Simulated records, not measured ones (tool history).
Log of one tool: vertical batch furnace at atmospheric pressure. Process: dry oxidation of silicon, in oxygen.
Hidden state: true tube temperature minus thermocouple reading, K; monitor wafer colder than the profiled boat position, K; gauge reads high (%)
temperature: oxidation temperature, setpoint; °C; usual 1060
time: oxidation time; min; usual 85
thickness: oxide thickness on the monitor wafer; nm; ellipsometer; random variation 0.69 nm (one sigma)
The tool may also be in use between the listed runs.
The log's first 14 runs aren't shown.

| run | hour | temperature | time | wafers since the last listed run | hours since the last temperature calibration | hours since the boat lift was adjusted | hours since the gauge calibration | read-back reference wafer on the same gauge, thickness | thickness |
|---|---|---|---|---|---|---|---|---|---|
| 15 | 393.7 | 1071 | 85 | 571 | 1877.6 | 2474.9 | 1122.4 | 121.79 | 138.74 |
| 16 | 412 | 1071 | 85 | 309 | 1895.9 | 2493.2 | 1140.7 | 121.84 | 139.14 |
| 17 | 427.2 | 1071 | 85 | 256 | 1911.1 | 2508.4 | 1155.9 | 121.68 | 138.21 |
| 18 | 440.5 | 1060 | 53 | 224 | 1924.4 | 2521.7 | 1169.2 | 122.25 | 101.65 |
| 19 | 470.2 | 1038 | 118 | 501 | 1954.1 | 2551.4 | 1198.9 | 122.05 | 133.22 |
| 20 | 485.9 | 1075 | 99.5 | 265 | 1969.8 | 2567.1 | 1214.6 | 122.07 | 154.48 |
| 21 | 521.1 | 1060 | 85 | 594 | 2005 | 2602.3 | 1249.8 | 122.24 | 128.06 |
| 22 | 533.9 | 1053 | 65 | 216 | 2017.8 | 2615.1 | 1262.6 | 121.91 | 107.2 |
| 23 | 563.4 | 1051 | 102 | 498 | 2047.3 | 2644.6 | 1292.1 | 122.11 | 134.95 |
|  | 605.3 | boat lift adjusted |
| 24 | 605.8 | 1037 | 58.5 | 310 | 2089.7 | 0.5 | 1334.5 | 121.68 | 93.59 |
| 25 | 610.2 | 1060 | 117.5 | 74 | 2094.1 | 4.9 | 1338.9 | 121.9 | 154.19 |
| 26 | 628.5 | 1049 | 58 | 309 | 2112.4 | 23.2 | 1357.2 | 122.13 | 99.15 |
|  | 659.5 | gauge calibrated |
| 27 | 664.3 | 1060 | 85 | 604 | 2148.2 | 59 | 4.8 | 122.25 | 128.91 |
| 28 | 691.8 | 1079 | 124 | 464 | 2175.7 | 86.5 | 32.3 | 122.31 | 178.91 |
| 29 | 725.3 | 1039 | 118 | 566 | 2209.2 | 120 | 65.8 | 121.94 | 135.1 |
|  | 756.3 | thermocouples replaced and temperature profile calibrated |
| 30 | 756.8 | 1060 | 53.5 | 126 | 0.5 | 151.5 | 97.3 | 121.66 | 101.93 |
| 31 | 767.4 | 1060 | 118 | 179 | 11.1 | 162.1 | 107.9 | 121.99 | 154.61 |
| 32 | 790.9 | 1079 | 49 | 397 | 34.6 | 185.6 | 131.4 | 122.23 | 109.25 |
| 33 | 818.9 | 1060 | 85 | 473 | 62.6 | 213.6 | 159.4 | 122.06 | 129.76 |
| 34 | 851.8 | 1060 | 85 | 555 | 95.5 | 246.5 | 192.3 | 122.19 | 129.13 |
| 35 | 879.5 | 1069 | 55.5 | 468 | 123.2 | 274.2 | 220 | 121.81 | 109.16 |
| 36 | 950.4 | 1060 | 124 | 1198 | 194.1 | 345.1 | 290.9 | 122.08 | 159.17 |
| 37 | 1022.3 | 1070 | 72.5 | 1215 | 266 | 417 | 362.8 | 121.97 | 125.71 |
| 38 | 1055 | 1060 | 57 | 552 | 298.7 | 449.7 | 395.5 | 121.96 | 104.31 |

Forecast each of these 5 alternatives for the next run:
| A | 1059.5 | 1051 | 85 | 76 | 303.2 | 454.2 | 400 | ? | ? |
| B | 1059.5 | 1069 | 118 | 76 | 303.2 | 454.2 | 400 | ? | ? |
| C | 1059.5 | 1041 | 106.5 | 76 | 303.2 | 454.2 | 400 | ? | ? |
| D | 1059.5 | 1075 | 85 | 76 | 303.2 | 454.2 | 400 | ? | ? |
| E | 1059.5 | 1052 | 85 | 76 | 303.2 | 454.2 | 400 | ? | ? |

| run | read-back reference wafer on the same gauge, thickness | thickness |
|---|---|---|
| A | 122.03 | 122.23 |
| B | 122.03 | 163.8 |
| C | 122.03 | 129.37 |
| D | 122.03 | 141.91 |
| E | 122.03 | 123 |
Without the tool's hidden state the same runs would have given:
| run | thickness |
|---|---|
| A | 122.23 |
| B | 163.8 |
| C | 129.37 |
| D | 141.91 |
| E | 123 |
